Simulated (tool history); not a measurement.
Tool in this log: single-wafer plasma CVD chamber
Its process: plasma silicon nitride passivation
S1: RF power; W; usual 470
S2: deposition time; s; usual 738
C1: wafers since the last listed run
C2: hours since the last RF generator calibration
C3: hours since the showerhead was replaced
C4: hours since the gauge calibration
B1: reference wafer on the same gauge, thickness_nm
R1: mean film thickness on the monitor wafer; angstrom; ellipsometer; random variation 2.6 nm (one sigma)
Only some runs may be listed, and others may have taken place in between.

{"run": 1, "day": 0.0, "S1": 470, "S2": 825, "C1": 0, "C2": 668.1, "C3": 5338.5, "C4": 148.2, "B1": 1029.13, "R1": 12343.38}
{"run": 2, "day": 4.358, "S1": 470, "S2": 825, "C1": 279, "C2": 772.7, "C3": 5443.1, "C4": 252.8, "B1": 1029.989, "R1": 12320.66}
{"run": 3, "day": 6.646, "S1": 470, "S2": 825, "C1": 146, "C2": 827.6, "C3": 5498.0, "C4": 307.7, "B1": 1030.114, "R1": 12247.07}
{"run": 4, "day": 17.812, "S1": 470, "S2": 738, "C1": 715, "C2": 1095.6, "C3": 5766.0, "C4": 575.7, "B1": 1029.563, "R1": 10937.22}
{"run": 5, "day": 21.55, "S1": 470, "S2": 738, "C1": 239, "C2": 1185.3, "C3": 5855.7, "C4": 665.4, "B1": 1029.775, "R1": 10884.67}
{"run": 6, "day": 25.933, "S1": 395, "S2": 738, "C1": 280, "C2": 1290.5, "C3": 5960.9, "C4": 770.6, "B1": 1030.252, "R1": 10204.43}
{"day": 30.075, "done": "gauge calibrated"}
{"run": 7, "day": 30.329, "S1": 395, "S2": 738, "C1": 281, "C2": 1396.0, "C3": 6066.4, "C4": 6.1, "B1": 1029.613, "R1": 10123.63}
{"day": 33.121, "done": "showerhead replaced, of another model than before"}
{"run": 8, "day": 33.142, "S1": 470, "S2": 738, "C1": 158, "C2": 1463.5, "C3": 0.5, "C4": 73.6, "B1": 1030.111, "R1": 10651.08}
{"run": 9, "day": 34.662, "S1": 470, "S2": 738, "C1": 97, "C2": 1500.0, "C3": 37.0, "C4": 110.1, "B1": 1029.566, "R1": 10584.66}
{"run": 10, "day": 38.725, "S1": 515, "S2": 832, "C1": 260, "C2": 1597.5, "C3": 134.5, "C4": 207.6, "B1": 1030.665, "R1": 12609.95}
{"run": 11, "day": 40.238, "S1": 470, "S2": 649, "C1": 96, "C2": 1633.8, "C3": 170.8, "C4": 243.9, "B1": 1029.846, "R1": 9291.88}
{"run": 12, "day": 43.183, "S1": 520, "S2": 671, "C1": 188, "C2": 1704.5, "C3": 241.5, "C4": 314.6, "B1": 1030.011, "R1": 10212.33}
{"run": 13, "day": 47.054, "S1": 470, "S2": 738, "C1": 248, "C2": 1797.4, "C3": 334.4, "C4": 407.5, "B1": 1029.922, "R1": 10463.01}
{"run": 14, "day": 50.962, "S1": 470, "S2": 738, "C1": 250, "C2": 1891.2, "C3": 428.2, "C4": 501.3, "B1": 1030.434, "R1": 10398.38}
{"day": 51.771, "done": "RF generator calibrated"}
{"run": 15, "day": 55.258, "S1": 500, "S2": 687, "C1": 253, "C2": 83.7, "C3": 531.3, "C4": 604.4, "B1": 1030.875, "R1": 10637.96}
{"run": 16, "day": 59.262, "S1": 510, "S2": 630, "C1": 256, "C2": 179.8, "C3": 627.4, "C4": 700.5, "B1": 1030.15, "R1": 9884.55}
{"run": 17, "day": 61.183, "S1": 540, "S2": 825, "C1": 123, "C2": 225.9, "C3": 673.5, "C4": 746.6, "B1": 1030.093, "R1": 13364.07}
{"run": 18, "day": 64.275, "S1": 545, "S2": 778, "C1": 198, "C2": 300.1, "C3": 747.7, "C4": 820.8, "B1": 1029.199, "R1": 12672.51}
{"run": 19, "day": 66.492, "S1": 555, "S2": 786, "C1": 142, "C2": 353.3, "C3": 800.9, "C4": 874.0, "B1": 1030.186, "R1": 12857.21}

Each row is a separate what-if for the run after 19, all from the same tool condition, not one after another. Results?
{"run": "A", "day": 66.517, "S1": 470, "S2": 874, "C1": 1, "C2": 353.9, "C3": 801.5, "C4": 874.6, "B1": "?", "R1": "?"}
{"run": "B", "day": 66.517, "S1": 395, "S2": 692, "C1": 1, "C2": 353.9, "C3": 801.5, "C4": 874.6, "B1": "?", "R1": "?"}
{"run": "C", "day": 66.517, "S1": 505, "S2": 865, "C1": 1, "C2": 353.9, "C3": 801.5, "C4": 874.6, "B1": "?", "R1": "?"}
{"run": "D", "day": 66.517, "S1": 380, "S2": 681, "C1": 1, "C2": 353.9, "C3": 801.5, "C4": 874.6, "B1": "?", "R1": "?"}

run=A B1=1029.981 R1=12996.48
run=B B1=1029.981 R1=9054.84
run=C B1=1029.981 R1=13455.15
run=D B1=1029.981 R1=8615.44
Take away the tool's hidden state, keep each run's random variation, and the runs would have read:
run=A R1=13095.41
run=B R1=9123.76
run=C R1=13557.57
run=D R1=8681.02

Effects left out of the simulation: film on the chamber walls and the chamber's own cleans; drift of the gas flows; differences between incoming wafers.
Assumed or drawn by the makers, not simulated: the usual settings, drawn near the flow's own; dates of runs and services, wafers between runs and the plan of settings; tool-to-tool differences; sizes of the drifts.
